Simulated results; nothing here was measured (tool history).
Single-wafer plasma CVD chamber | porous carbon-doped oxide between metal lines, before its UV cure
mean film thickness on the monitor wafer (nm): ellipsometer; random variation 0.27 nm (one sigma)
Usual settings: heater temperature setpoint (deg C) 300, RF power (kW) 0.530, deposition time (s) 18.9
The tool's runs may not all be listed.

run	day	heater temperature setpoint (deg C)	RF power (kW)	deposition time (s)	wafers since the last listed run	hours since the last thermocouple change	hours since the last RF generator calibration	hours since the showerhead was replaced	hours since the gauge calibration	read-back reference wafer on the same gauge, thickness_nm	mean film thickness on the monitor wafer (nm)
1	0.000	300	0.530	21.3	0	1328.9	1908.0	2272.1	5.2	86.152	102.672
2	0.738	300	0.530	21.3	442	1346.6	1925.7	2289.8	22.9	86.147	103.441
3	1.762	300	0.530	21.3	615	1371.2	1950.3	2314.4	47.5	86.228	102.305
4	2.817	300	0.530	18.9	632	1396.5	1975.6	2339.7	72.8	86.238	91.671
5	3.542	300	0.530	18.9	435	1413.9	1993.0	2357.1	90.2	86.191	91.740
6	4.867	300	0.530	18.9	795	1445.7	2024.8	2388.9	122.0	86.221	91.615
7	5.412	300	0.530	18.9	327	1458.8	2037.9	2402.0	135.1	86.228	91.249
8	6.204	300	0.530	18.9	475	1477.8	2056.9	2421.0	154.1	86.247	91.683
9	6.750	300	0.530	18.9	327	1490.9	2070.0	2434.1	167.2	86.150	91.717
10	8.171	300	0.530	18.9	852	1525.0	2104.1	2468.2	201.3	86.126	91.426
# day 8.704: showerhead replaced
11	9.242	300	0.530	18.9	442	1550.7	2129.8	12.9	227.0	86.110	91.441
12	10.417	300	0.530	18.9	705	1578.9	2158.0	41.1	255.2	86.293	91.168
# day 11.125: RF generator calibrated
13	11.146	300	0.530	18.9	237	1596.4	0.5	58.6	272.7	86.199	96.515
14	12.288	300	0.530	19.9	685	1623.8	27.9	86.0	300.1	86.174	101.200
# day 13.662: thermocouple changed; heater temperature recalibrated
15	13.683	300	0.530	18.9	637	0.5	61.4	119.5	333.6	86.234	95.965
16	14.800	300	0.530	16.5	670	27.3	88.2	146.3	360.4	86.252	84.222
17	16.204	300	0.430	18.9	842	61.0	121.9	180.0	394.1	86.231	82.738
18	18.367	300	0.530	18.9	1297	112.9	173.8	231.9	446.0	86.207	95.807
19	18.888	300	0.430	18.9	312	125.4	186.3	244.4	458.5	86.180	82.750
20	19.808	295	0.470	17.7	552	147.5	208.4	266.5	480.6	86.236	84.898
21	20.788	291	0.610	16.9	587	171.0	231.9	290.0	504.1	86.139	98.341
# day 20.854: gauge calibrated
22	21.292	300	0.530	17.1	302	183.1	244.0	302.1	10.5	86.204	86.337
23	22.188	293	0.435	16.0	537	204.6	265.5	323.6	32.0	86.260	73.622
24	23.646	300	0.530	18.9	875	239.6	300.5	358.6	67.0	86.280	95.036
25	25.092	300	0.530	18.9	867	274.3	335.2	393.3	101.7	86.274	94.199
26	26.133	300	0.490	18.9	625	299.3	360.2	418.3	126.7	86.200	89.398
27	26.817	300	0.530	18.9	410	315.7	376.6	434.7	143.1	86.174	94.682

Forecast each of these 3 alternatives for the next run:
A	26.833	300	0.570	18.9	10	316.1	377.0	435.1	143.5	?	?
B	26.833	300	0.530	15.5	10	316.1	377.0	435.1	143.5	?	?
C	26.833	290	0.530	21.6	10	316.1	377.0	435.1	143.5	?	?

run	read-back reference wafer on the same gauge, thickness_nm	mean film thickness on the monitor wafer (nm)
A	86.094	99.605
B	86.094	78.508
C	86.094	114.310
Without the tool's hidden state the same runs would have given:
run	mean film thickness on the monitor wafer (nm)
A	102.065
B	80.483
C	117.187

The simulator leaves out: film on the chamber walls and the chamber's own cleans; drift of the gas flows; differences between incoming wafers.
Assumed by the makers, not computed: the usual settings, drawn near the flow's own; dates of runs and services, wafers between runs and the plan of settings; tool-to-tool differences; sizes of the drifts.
